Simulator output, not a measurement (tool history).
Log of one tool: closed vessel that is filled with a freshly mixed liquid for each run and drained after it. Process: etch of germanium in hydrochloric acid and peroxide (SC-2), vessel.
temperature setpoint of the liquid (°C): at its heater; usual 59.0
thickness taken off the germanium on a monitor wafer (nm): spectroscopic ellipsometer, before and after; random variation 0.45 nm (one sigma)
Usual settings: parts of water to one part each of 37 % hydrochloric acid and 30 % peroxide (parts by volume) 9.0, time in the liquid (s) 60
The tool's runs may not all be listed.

| run | hour | temperature setpoint of the liquid (°C) | parts of water to one part each of 37 % hydrochloric acid and 30 % peroxide (parts by volume) | time in the liquid (s) | read-back film thickness of the germanium reference wafer, read on the same gauge (nm) | thickness taken off the germanium on a monitor wafer (nm) |
|---|---|---|---|---|---|---|
| 1 | 0.0 | 59.0 | 9.0 | 40 | 30.01 | 84.28 |
|  | 72.3 | chemicals flow meter replaced |
| 2 | 86.2 | 59.0 | 9.0 | 40 | 30.02 | 84.73 |
| 3 | 186.1 | 59.0 | 9.0 | 60 | 30.02 | 128.87 |
| 4 | 219.5 | 59.0 | 9.0 | 60 | 29.99 | 129.13 |
|  | 222.6 | gauge calibrated |
| 5 | 241.2 | 59.0 | 9.0 | 60 | 29.99 | 128.82 |
| 6 | 268.0 | 59.0 | 9.0 | 60 | 29.98 | 128.69 |
| 7 | 303.2 | 51.5 | 9.0 | 60 | 30.03 | 102.86 |
| 8 | 319.8 | 51.5 | 9.0 | 60 | 30.00 | 102.94 |
| 9 | 335.1 | 59.0 | 7.0 | 85 | 30.01 | 187.63 |
| 10 | 368.7 | 65.0 | 9.0 | 60 | 30.03 | 154.25 |
| 11 | 391.6 | 59.0 | 9.0 | 60 | 30.01 | 128.53 |
|  | 398.0 | new drum of peroxide connected |
|  | 414.4 | thermometer replaced |
| 12 | 420.8 | 59.0 | 9.0 | 60 | 30.00 | 132.61 |
| 13 | 455.8 | 59.0 | 9.0 | 60 | 29.98 | 133.68 |
| 14 | 469.3 | 55.0 | 9.0 | 60 | 29.99 | 118.52 |
| 15 | 494.0 | 50.0 | 10.5 | 40 | 29.99 | 67.10 |
| 16 | 523.8 | 65.0 | 9.0 | 70 | 29.99 | 184.50 |
| 17 | 542.8 | 66.5 | 5.5 | 85 | 30.02 | 243.08 |
| 18 | 562.4 | 59.0 | 5.0 | 60 | 30.01 | 139.60 |
| 19 | 577.3 | 59.0 | 9.0 | 60 | 29.97 | 134.36 |
| 20 | 608.0 | 59.0 | 5.0 | 30 | 30.01 | 69.49 |
|  | 615.5 | thermometer replaced, repeated, since the last time left the tool worse |
| 21 | 621.5 | 59.0 | 9.0 | 60 | 29.99 | 123.71 |
| 22 | 642.4 | 59.0 | 8.0 | 60 | 30.01 | 126.05 |
| 23 | 677.9 | 55.5 | 7.5 | 70 | 29.95 | 133.60 |
| 24 | 699.9 | 59.0 | 9.0 | 60 | 30.00 | 124.56 |
| 25 | 722.5 | 54.0 | 9.0 | 70 | 30.01 | 124.81 |
| 26 | 745.1 | 59.0 | 9.0 | 60 | 30.01 | 124.55 |
| 27 | 765.5 | 59.0 | 11.0 | 60 | 30.04 | 122.86 |
| 28 | 795.2 | 59.0 | 5.5 | 60 | 29.98 | 129.23 |
| 29 | 808.1 | 55.5 | 8.0 | 60 | 29.98 | 113.76 |
| 30 | 827.6 | 65.5 | 12.5 | 70 | 29.98 | 170.50 |

4 ways to go on from here, each from the tool as it stands after run 30. What would each give?
| A | 828.3 | 59.0 | 9.0 | 60 | ? | ? |
| B | 828.3 | 59.0 | 6.0 | 40 | ? | ? |
| C | 828.3 | 62.0 | 9.0 | 50 | ? | ? |
| D | 828.3 | 68.0 | 13.0 | 60 | ? | ? |

| run | read-back film thickness of the germanium reference wafer, read on the same gauge (nm) | thickness taken off the germanium on a monitor wafer (nm) |
|---|---|---|
| A | 29.99 | 125.91 |
| B | 29.99 | 86.36 |
| C | 29.99 | 114.58 |
| D | 29.99 | 155.33 |
Without the tool's hidden state the same runs would have given:
| run | thickness taken off the germanium on a monitor wafer (nm) |
|---|---|
| A | 124.05 |
| B | 85.07 |
| C | 112.92 |
| D | 153.22 |
